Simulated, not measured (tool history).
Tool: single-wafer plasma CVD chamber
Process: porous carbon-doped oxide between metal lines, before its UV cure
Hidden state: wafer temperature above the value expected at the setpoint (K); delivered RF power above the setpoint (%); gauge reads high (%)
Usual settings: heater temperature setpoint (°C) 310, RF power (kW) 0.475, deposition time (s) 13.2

run   hour  heater temperature setpoint (°C)  RF power (kW)  deposition time (s)  wafers since the last listed run  hours since the last thermocouple change  hours since the last RF generator calibration  hours since the showerhead was replaced  hours since the gauge calibration  read-back reference wafer on the same gauge, thickness_nm  mean film thickness on the monitor wafer (Å)
  1      0                               310          0.475                 13.2                                 0                                    2105.5                                         2554.6                                   5182.1                              153.5                                                     62.091                                        636.77
  2   17.7                               310          0.475                   14                               625                                    2123.2                                         2572.3                                   5199.8                              171.2                                                     62.095                                        674.46
  3   28.6                               310          0.475                   14                               385                                    2134.1                                         2583.2                                   5210.7                              182.1                                                     62.094                                        672.89
  4   39.3                               310          0.475                   14                               378                                    2144.8                                         2593.9                                   5221.4                              192.8                                                     62.089                                         672.2
  5   53.4                               310          0.475                 13.2                               498                                    2158.9                                           2608                                   5235.5                              206.9                                                      62.08                                        635.93
  6   63.4                               310           0.53                 13.2                               353                                    2168.9                                           2618                                   5245.5                              216.9                                                     62.087                                        687.31
  7   74.7                               310           0.53                 13.2                               399                                    2180.2                                         2629.3                                   5256.8                              228.2                                                     62.119                                        685.32
  8   84.7                               310           0.53                 13.2                               353                                    2190.2                                         2639.3                                   5266.8                              238.2                                                      62.04                                        684.85
  9  101.9                               310           0.51                 13.2                               608                                    2207.4                                         2656.5                                     5284                              255.4                                                     62.143                                        667.28
     110.3  -- RF generator calibrated
 10    111                               310           0.51                 13.2                                38                                    2216.5                                            0.7                                   5293.1                              264.5                                                     62.088                                        705.29
 11    121                               310           0.42                 13.2                               353                                    2226.5                                           10.7                                   5303.1                              274.5                                                     62.079                                        617.61
 12    128                               310          0.475                 13.2                               247                                    2233.5                                           17.7                                   5310.1                              281.5                                                     62.103                                        675.56
     137.2  -- showerhead replaced
 13  143.2                               319          0.475                 13.2                               254                                    2248.7                                           32.9                                        6                              296.7                                                     62.038                                        646.62
 14  161.1                               310           0.55                 15.8                               632                                    2266.6                                           50.8                                     23.9                              314.6                                                     62.109                                         879.4
       163  -- gauge calibrated
     194.4  -- thermocouple changed; heater temperature recalibrated
 15  208.9                               310          0.475                 13.2                              1406                                      14.5                                           98.6                                     71.7                               45.9                                                     62.096                                        671.41
 16  219.7                               297          0.385                 14.8                               381                                      25.3                                          109.4                                     82.5                               56.7                                                      62.05                                         686.8
 17  235.7                               297          0.475                 13.2                               565                                      41.3                                          125.4                                     98.5                               72.7                                                      62.08                                        715.49
 18    245                               302           0.44                 11.9                               328                                      50.6                                          134.7                                    107.8                                 82                                                     62.107                                        600.23
 19  255.6                               299           0.42                 10.9                               374                                      61.2                                          145.3                                    118.4                               92.6                                                     62.109                                         540.6
 20  270.5                               310          0.475                 13.2                               526                                      76.1                                          160.2                                    133.3                              107.5                                                     62.134                                        671.87
 21  278.7                               310          0.475                 13.2                               289                                      84.3                                          168.4                                    141.5                              115.7                                                     62.135                                        671.46
 22  296.3                               323          0.565                 15.1                               622                                     101.9                                            186                                    159.1                              133.3                                                     62.103                                        802.93

The same runs without the tool's hidden state, with the same run-to-run variation:
run  mean film thickness on the monitor wafer (Å)
  1                                        677.26
  2                                        717.68
  3                                        716.21
  4                                        715.68
  5                                        677.32
  6                                        728.64
  7                                        726.73
  8                                        726.39
  9                                        708.31
 10                                        709.02
 11                                        621.59
 12                                        679.44
 13                                        650.54
 14                                        884.99
 15                                        676.44
 16                                         692.9
 17                                        721.26
 18                                        605.94
 19                                        545.88
 20                                         677.8
 21                                         677.5
 22                                        810.19
